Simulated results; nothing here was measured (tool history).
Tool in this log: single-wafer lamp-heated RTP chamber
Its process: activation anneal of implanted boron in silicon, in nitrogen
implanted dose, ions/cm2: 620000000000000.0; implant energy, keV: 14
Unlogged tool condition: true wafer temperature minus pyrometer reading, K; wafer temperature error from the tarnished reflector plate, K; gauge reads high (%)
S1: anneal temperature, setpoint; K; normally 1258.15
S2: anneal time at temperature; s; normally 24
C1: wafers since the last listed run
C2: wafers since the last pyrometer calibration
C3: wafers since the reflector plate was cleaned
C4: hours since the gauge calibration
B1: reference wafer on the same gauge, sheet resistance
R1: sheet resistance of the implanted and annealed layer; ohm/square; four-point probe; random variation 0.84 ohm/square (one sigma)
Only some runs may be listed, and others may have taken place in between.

run   hour       S1  S2    C1    C2    C3     C4      B1      R1
  1    0.0  1239.15  24     0  3371  4815  181.0  204.03  185.54
  2   49.7  1258.15  29   982  4354  5798  230.7  204.29  174.76
      72.8  -- reflector plate cleaned
  3   84.6  1258.15  29   532  4886   232  265.6  204.33  177.48
  4  152.5  1258.15  29  1342  6229  1575  333.5  204.26  178.94
  5  253.5  1258.15  24  1997  8227  3573  434.5  204.00  176.71
  6  280.9  1258.15  24   541  8768  4115  461.9  203.89  176.71
     289.4  -- pyrometer window cleaned and pyrometer calibrated
  7  313.0  1258.15  24   476   466  4592  494.0  204.38  177.62
     365.3  -- reflector plate cleaned
  8  375.5  1258.15  24  1077  1544   202  556.5  203.85  179.57
     387.5  -- gauge calibrated
  9  431.0  1258.15  24  1097  2642  1299   43.5  204.01  179.55
 10  476.2  1286.15  11   893  3536  2193   88.7  204.04  173.93
 11  528.2  1236.15  24  1028  4564  3222  140.7  204.09  189.65
 12  562.2  1258.15  11   672  5237  3894  174.7  203.81  179.99
 13  594.1  1258.15  24   630  5867  4525  206.6  203.87  176.39
 14  649.5  1266.15  36  1095  6963  5621  262.0  204.36  173.16
     678.7  -- reflector plate cleaned
 15  711.4  1232.15  24  1066  8029   646  323.9  204.19  199.98
     759.6  -- pyrometer window cleaned and pyrometer calibrated
 16  760.1  1258.15  24   804    10  1451  372.6  203.85  177.27
 17  801.0  1240.15  32   808   818  2260  413.5  204.07  185.03
 18  843.2  1276.15  28   834  1653  3095  455.7  204.02  173.37
 19  873.7  1271.15  33   603  2256  3698  486.2  204.13  172.14

What differs in the tool's unlogged condition from the final listed run ahead of each entry between runs to the first listed run following it?
Run 2 -> run 3: reflector plate cleaned (hour 72.8)
  wafer temperature error from the tarnished reflector plate, K: 9.01 -> 1.35
  measured result minus the result with no hidden state, R1: -3.07 -> -0.54 ohm/square
Run 6 -> run 7: pyrometer window cleaned and pyrometer calibrated (hour 289.4)
  wafer temperature error from the tarnished reflector plate, K: 7.57 -> 7.91
  measured result minus the result with no hidden state, R1: -2.87 -> -3.00 ohm/square
Run 7 -> run 8: reflector plate cleaned (hour 365.3)
  wafer temperature error from the tarnished reflector plate, K: 7.91 -> 0.94
  measured result minus the result with no hidden state, R1: -3.00 -> -0.41 ohm/square
Run 8 -> run 9: gauge calibrated (hour 387.5)
  wafer temperature error from the tarnished reflector plate, K: 0.94 -> 3.9
  measured result minus the result with no hidden state, R1: -0.41 -> -1.62 ohm/square
Run 14 -> run 15: reflector plate cleaned (hour 678.7)
  wafer temperature error from the tarnished reflector plate, K: 7.94 -> 2.65
  measured result minus the result with no hidden state, R1: -1.82 -> -3.42 ohm/square
Run 15 -> run 16: pyrometer window cleaned and pyrometer calibrated (hour 759.6)
  wafer temperature error from the tarnished reflector plate, K: 2.65 -> 4.84
  measured result minus the result with no hidden state, R1: -3.42 -> -1.95 ohm/square
